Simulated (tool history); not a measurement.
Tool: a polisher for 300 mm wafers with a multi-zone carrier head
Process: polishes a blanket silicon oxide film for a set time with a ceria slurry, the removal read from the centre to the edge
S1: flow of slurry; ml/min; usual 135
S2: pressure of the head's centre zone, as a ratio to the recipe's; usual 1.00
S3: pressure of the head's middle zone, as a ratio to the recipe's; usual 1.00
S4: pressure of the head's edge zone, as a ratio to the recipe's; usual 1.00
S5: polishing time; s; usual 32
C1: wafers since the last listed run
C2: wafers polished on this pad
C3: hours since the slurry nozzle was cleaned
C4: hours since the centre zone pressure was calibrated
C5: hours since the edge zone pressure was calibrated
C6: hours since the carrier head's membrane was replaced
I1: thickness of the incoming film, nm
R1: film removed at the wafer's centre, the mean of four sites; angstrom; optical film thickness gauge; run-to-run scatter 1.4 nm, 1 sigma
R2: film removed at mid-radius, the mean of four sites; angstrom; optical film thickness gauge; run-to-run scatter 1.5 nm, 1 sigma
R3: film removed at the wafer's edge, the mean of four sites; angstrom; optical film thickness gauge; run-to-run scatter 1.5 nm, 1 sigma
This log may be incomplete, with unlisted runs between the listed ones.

| run | day | S1 | S2 | S3 | S4 | S5 | C1 | C2 | C3 | C4 | C5 | C6 | I1 | R1 | R2 | R3 |
|---|---|---|---|---|---|---|---|---|---|---|---|---|---|---|---|---|
| 1 | 0.000 | 135 | 1.00 | 1.00 | 1.00 | 32 | 0 | 667 | 420.8 | 621.8 | 93.0 | 1074.5 | 897.6 | 1551 | 1600 | 1561 |
|  | 1.825 | slurry nozzle cleaned |
| 2 | 2.804 | 135 | 1.00 | 0.94 | 1.00 | 32 | 947 | 1614 | 23.5 | 689.1 | 160.3 | 1141.8 | 912.5 | 1613 | 1555 | 1657 |
| 3 | 7.267 | 135 | 1.00 | 0.94 | 1.00 | 32 | 1529 | 3144 | 130.6 | 796.2 | 267.4 | 1248.9 | 902.8 | 1624 | 1519 | 1640 |
|  | 8.158 | centre zone pressure recalibrated |
|  | 10.825 | worn pad replaced by a new one |
| 4 | 10.904 | 145 | 1.00 | 1.00 | 1.00 | 32 | 1161 | 27 | 217.9 | 65.9 | 354.7 | 1336.2 | 912.0 | 1599 | 1647 | 1627 |
| 5 | 13.471 | 135 | 1.00 | 1.00 | 1.00 | 28 | 879 | 907 | 279.5 | 127.5 | 416.3 | 1397.8 | 915.6 | 1384 | 1409 | 1391 |
| 6 | 16.367 | 135 | 1.00 | 1.00 | 1.00 | 28 | 992 | 1900 | 349.0 | 197.0 | 485.8 | 1467.3 | 917.2 | 1347 | 1377 | 1386 |
| 7 | 18.083 | 135 | 1.00 | 1.00 | 0.93 | 32 | 588 | 2488 | 390.2 | 238.2 | 527.0 | 1508.5 | 899.2 | 1531 | 1597 | 1540 |
| 8 | 21.721 | 135 | 1.00 | 1.00 | 1.00 | 32 | 1247 | 3735 | 477.5 | 325.5 | 614.3 | 1595.8 | 924.9 | 1528 | 1542 | 1547 |
|  | 22.204 | slurry nozzle cleaned |
| 9 | 24.675 | 135 | 1.00 | 1.00 | 1.00 | 32 | 998 | 4734 | 59.3 | 396.4 | 685.2 | 1666.7 | 910.2 | 1622 | 1639 | 1610 |
|  | 24.921 | worn pad replaced by a new one, of another model than before |
|  | 27.367 | edge zone pressure recalibrated |
| 10 | 28.467 | 135 | 1.00 | 1.00 | 1.00 | 32 | 1214 | 1186 | 150.3 | 487.4 | 26.4 | 1757.7 | 907.3 | 1599 | 1663 | 1631 |
| 11 | 30.838 | 135 | 1.06 | 0.96 | 1.11 | 32 | 812 | 1999 | 207.2 | 544.3 | 83.3 | 1814.6 | 912.3 | 1718 | 1568 | 1702 |
|  | 31.367 | carrier head's membrane replaced by a new one |
| 12 | 33.988 | 135 | 1.00 | 1.09 | 1.00 | 32 | 1008 | 3007 | 282.8 | 619.9 | 158.9 | 62.9 | 908.4 | 1599 | 1754 | 1597 |
| 13 | 38.467 | 180 | 0.90 | 1.00 | 1.00 | 40 | 1535 | 4543 | 390.3 | 727.4 | 266.4 | 170.4 | 909.2 | 1873 | 2077 | 2067 |
|  | 40.054 | worn pad replaced by a new one |
| 14 | 41.267 | 135 | 1.00 | 1.00 | 0.88 | 32 | 902 | 415 | 457.5 | 794.6 | 333.6 | 237.6 | 900.8 | 1599 | 1599 | 1532 |
|  | 41.888 | slurry nozzle cleaned |
|  | 42.388 | centre zone pressure recalibrated |
| 15 | 43.571 | 105 | 1.00 | 1.09 | 1.04 | 32 | 747 | 1162 | 40.4 | 28.4 | 388.9 | 292.9 | 903.0 | 1579 | 1726 | 1638 |
| 16 | 45.133 | 135 | 1.00 | 1.00 | 0.88 | 32 | 535 | 1697 | 77.9 | 65.9 | 426.4 | 330.4 | 908.4 | 1627 | 1661 | 1571 |
| 17 | 47.492 | 135 | 1.00 | 1.00 | 1.00 | 32 | 808 | 2506 | 134.5 | 122.5 | 483.0 | 387.0 | 919.3 | 1614 | 1664 | 1622 |
| 18 | 50.104 | 135 | 1.00 | 1.00 | 1.00 | 32 | 895 | 3402 | 197.2 | 185.2 | 545.7 | 449.7 | 913.9 | 1633 | 1631 | 1634 |
| 19 | 52.354 | 135 | 0.88 | 1.00 | 0.94 | 26 | 771 | 4173 | 251.2 | 239.2 | 599.7 | 503.7 | 906.5 | 1158 | 1340 | 1293 |
|  | 55.054 | worn pad replaced by a new one |
| 20 | 56.367 | 135 | 1.12 | 1.00 | 1.00 | 32 | 1318 | 449 | 347.5 | 335.5 | 696.0 | 600.0 | 914.3 | 1786 | 1619 | 1628 |
| 21 | 58.600 | 135 | 1.00 | 1.00 | 1.00 | 32 | 765 | 1215 | 401.1 | 389.1 | 749.6 | 653.6 | 896.4 | 1588 | 1614 | 1611 |
|  | 61.988 | slurry nozzle cleaned |
|  | 62.379 | edge zone pressure recalibrated |
| 22 | 62.583 | 135 | 1.00 | 1.00 | 1.00 | 32 | 1322 | 2538 | 14.3 | 484.7 | 4.9 | 749.2 | 912.9 | 1644 | 1659 | 1653 |
| 23 | 66.250 | 135 | 1.00 | 1.00 | 1.00 | 29 | 1257 | 3795 | 102.3 | 572.7 | 92.9 | 837.2 | 892.8 | 1476 | 1491 | 1481 |

Predict each of these 3 candidate next runs independently; none follows another, all start after run 23:
| A | 66.267 | 135 | 1.03 | 1.00 | 1.00 | 32 | 5 | 3801 | 102.7 | 573.1 | 93.3 | 837.6 | 900.6 | ? | ? | ? |
| B | 66.267 | 105 | 1.12 | 0.90 | 1.00 | 32 | 5 | 3801 | 102.7 | 573.1 | 93.3 | 837.6 | 900.6 | ? | ? | ? |
| C | 66.267 | 155 | 1.00 | 1.00 | 1.00 | 32 | 5 | 3801 | 102.7 | 573.1 | 93.3 | 837.6 | 900.6 | ? | ? | ? |

| run | R1 | R2 | R3 |
|---|---|---|---|
| A | 1674 | 1656 | 1627 |
| B | 1760 | 1472 | 1596 |
| C | 1655 | 1683 | 1645 |
Without the tool's hidden state the same runs would have given:
| run | R1 | R2 | R3 |
|---|---|---|---|
| A | 1687 | 1667 | 1634 |
| B | 1776 | 1483 | 1604 |
| C | 1667 | 1694 | 1652 |
